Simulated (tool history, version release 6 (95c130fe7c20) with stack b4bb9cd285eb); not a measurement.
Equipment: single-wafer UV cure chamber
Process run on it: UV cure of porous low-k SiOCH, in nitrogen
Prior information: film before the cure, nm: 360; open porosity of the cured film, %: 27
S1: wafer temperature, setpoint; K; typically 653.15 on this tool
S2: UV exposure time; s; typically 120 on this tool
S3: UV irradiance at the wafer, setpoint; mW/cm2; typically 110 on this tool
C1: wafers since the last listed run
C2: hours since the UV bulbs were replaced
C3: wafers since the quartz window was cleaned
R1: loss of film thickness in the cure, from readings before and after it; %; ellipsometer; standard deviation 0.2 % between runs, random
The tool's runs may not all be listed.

Run 1, hour 0: usual settings; C1 0; C2 307.2; C3 1650. Result: R1 10.968 %.
At hour 37.6: quartz window cleaned.
Run 2, hour 38.1: usual settings; C1 258; C2 345.3; C3 4. Result: R1 10.931 %.
Run 3, hour 43.3: usual settings but S3 121 mW/cm2; C1 44; C2 350.5; C3 49. Result: R1 11.189 %.
Run 4, hour 69.3: usual settings but S3 121 mW/cm2; C1 223; C2 376.5; C3 272. Result: R1 11.376 %.
Run 5, hour 92.1: usual settings; C1 195; C2 399.3; C3 468. Result: R1 10.821 %.
Run 6, hour 109.8: usual settings; C1 152; C2 417; C3 620. Result: R1 11.022 %.
Run 7, hour 134.2: usual settings; C1 209; C2 441.4; C3 830. Result: R1 10.575 %.
Run 8, hour 148.8: usual settings; C1 125; C2 456; C3 955. Result: R1 10.735 %.
Run 9, hour 172.8: usual settings; C1 206; C2 480; C3 1162. Result: R1 10.857 %.
Run 10, hour 195.1: usual settings but S1 642.15 K; C1 191; C2 502.3; C3 1353. Result: R1 10.77 %.
Run 11, hour 221.4: usual settings but S1 648.15 K, S2 155 s; C1 226; C2 528.6; C3 1580. Result: R1 11.457 %.
Run 12, hour 254.1: usual settings; C1 281; C2 561.3; C3 1861. Result: R1 10.134 %.
Run 13, hour 282.2: usual settings; C1 241; C2 589.4; C3 2102. Result: R1 10.552 %.
At hour 304.8: quartz window cleaned.
Run 14, hour 314.7: usual settings but S1 647.15 K; C1 210; C2 621.9; C3 85. Result: R1 10.367 %.
Run 15, hour 336: usual settings; C1 183; C2 643.2; C3 268. Result: R1 10.652 %.
Run 16, hour 367.8: usual settings; C1 273; C2 675; C3 541. Result: R1 10.336 %.
Run 17, hour 390.2: usual settings but S1 658.15 K; C1 192; C2 697.4; C3 734. Result: R1 10.136 %.
Run 18, hour 405.4: usual settings but S1 658.15 K; C1 130; C2 712.6; C3 864. Result: R1 10.496 %.
Run 19, hour 425.1: usual settings but S2 170 s, S3 122 mW/cm2; C1 169; C2 732.3; C3 1033. Result: R1 13.003 %.
Run 20, hour 459.6: usual settings but S2 170 s, S3 122 mW/cm2; C1 296; C2 766.8; C3 1330. Result: R1 12.616 %.
Run 21, hour 478.3: usual settings but S2 170 s, S3 122 mW/cm2; C1 160; C2 785.5; C3 1491. Result: R1 12.742 %.
Run 22, hour 513.2: usual settings; C1 299; C2 820.4; C3 1791. Result: R1 10.123 %.
Run 23, hour 531.6: usual settings but S1 667.15 K; C1 158; C2 838.8; C3 1949. Result: R1 10.404 %.
Run 24, hour 550.6: usual settings but S1 646.15 K, S2 55 s, S3 99 mW/cm2; C1 163; C2 857.8; C3 2112. Result: R1 5.822 %.
Run 25, hour 578.5: usual settings but S1 646.15 K, S2 55 s, S3 99 mW/cm2; C1 239; C2 885.7; C3 2352. Result: R1 5.764 %.
At hour 587.9: quartz window cleaned.
At hour 609: UV bulbs replaced.
Run 26, hour 609.5: usual settings but S2 155 s, S3 134 mW/cm2; C1 128; C2 0.5; C3 117. Result: R1 11.439 %.
Run 27, hour 621.7: usual settings; C1 104; C2 12.7; C3 222. Result: R1 8.692 %.
Run 28, hour 640.6: usual settings but S1 647.15 K, S3 133 mW/cm2; C1 162; C2 31.6; C3 384. Result: R1 9.621 %.
Run 29, hour 668.7: usual settings but S1 659.15 K, S3 79 mW/cm2; C1 241; C2 59.7; C3 626. Result: R1 7.182 %.
Run 30, hour 690.6: usual settings but S2 190 s, S3 142 mW/cm2; C1 188; C2 81.6; C3 814. Result: R1 12.393 %.
Run 31, hour 712.4: usual settings but S1 665.15 K, S2 165 s, S3 128 mW/cm2; C1 187; C2 103.4; C3 1001. Result: R1 11.275 %.
Run 32, hour 731.2: usual settings but S1 635.15 K; C1 161; C2 122.2; C3 1163. Result: R1 8.021 %.
Run 33, hour 746.5: usual settings but S1 660.15 K, S2 145 s, S3 83 mW/cm2; C1 131; C2 137.5; C3 1294. Result: R1 8.131 %.
Run 34, hour 780.1: usual settings but S2 65 s, S3 132 mW/cm2; C1 288; C2 171.1; C3 1583. Result: R1 6.265 %.
At hour 790.3: UV bulbs replaced, repeated, since the last time left the tool worse.
Run 35, hour 813.8: usual settings but S1 644.15 K, S3 146 mW/cm2; C1 220; C2 23.5; C3 1804. Result: R1 12.441 %.
At hour 859.3: quartz window cleaned.
Run 36, hour 873.1: usual settings but S2 95 s, S3 140 mW/cm2; C1 440; C2 82.8; C3 118. Result: R1 11.572 %.
Run 37, hour 896: usual settings but S1 666.15 K; C1 196; C2 105.7; C3 315. Result: R1 11.504 %.
Run 38, hour 909.2: usual settings; C1 113; C2 118.9; C3 428. Result: R1 11.378 %.
Run 39, hour 929.8: usual settings but S1 667.15 K, S2 185 s, S3 131 mW/cm2; C1 177; C2 139.5; C3 605. Result: R1 15.338 %.
Run 40, hour 953.1: usual settings but S1 661.15 K; C1 200; C2 162.8; C3 805. Result: R1 11.616 %.
Run 41, hour 975.6: usual settings but S2 85 s; C1 193; C2 185.3; C3 999. Result: R1 9.636 %.
Run 42, hour 1007.9: usual settings but S1 671.15 K, S2 150 s, S3 143 mW/cm2; C1 277; C2 217.6; C3 1276. Result: R1 14.846 %.

Predict each of these 3 candidate next runs independently; none follows another, all start after run 42:
Run A, hour 1008.3: usual settings; C1 3; C2 218; C3 1280. Result: R1 ?.
Run B, hour 1008.3: usual settings but S1 635.15 K, S3 141 mW/cm2; C1 3; C2 218; C3 1280. Result: R1 ?.
Run C, hour 1008.3: usual settings but S1 635.15 K, S3 85 mW/cm2; C1 3; C2 218; C3 1280. Result: R1 ?.

run      R1
  A  11.142
  B  12.058
  C   9.412
Stripped of hidden state, with their random variation kept, the same runs would have yielded:
run      R1
  A  11.409
  B  12.329
  C   9.672
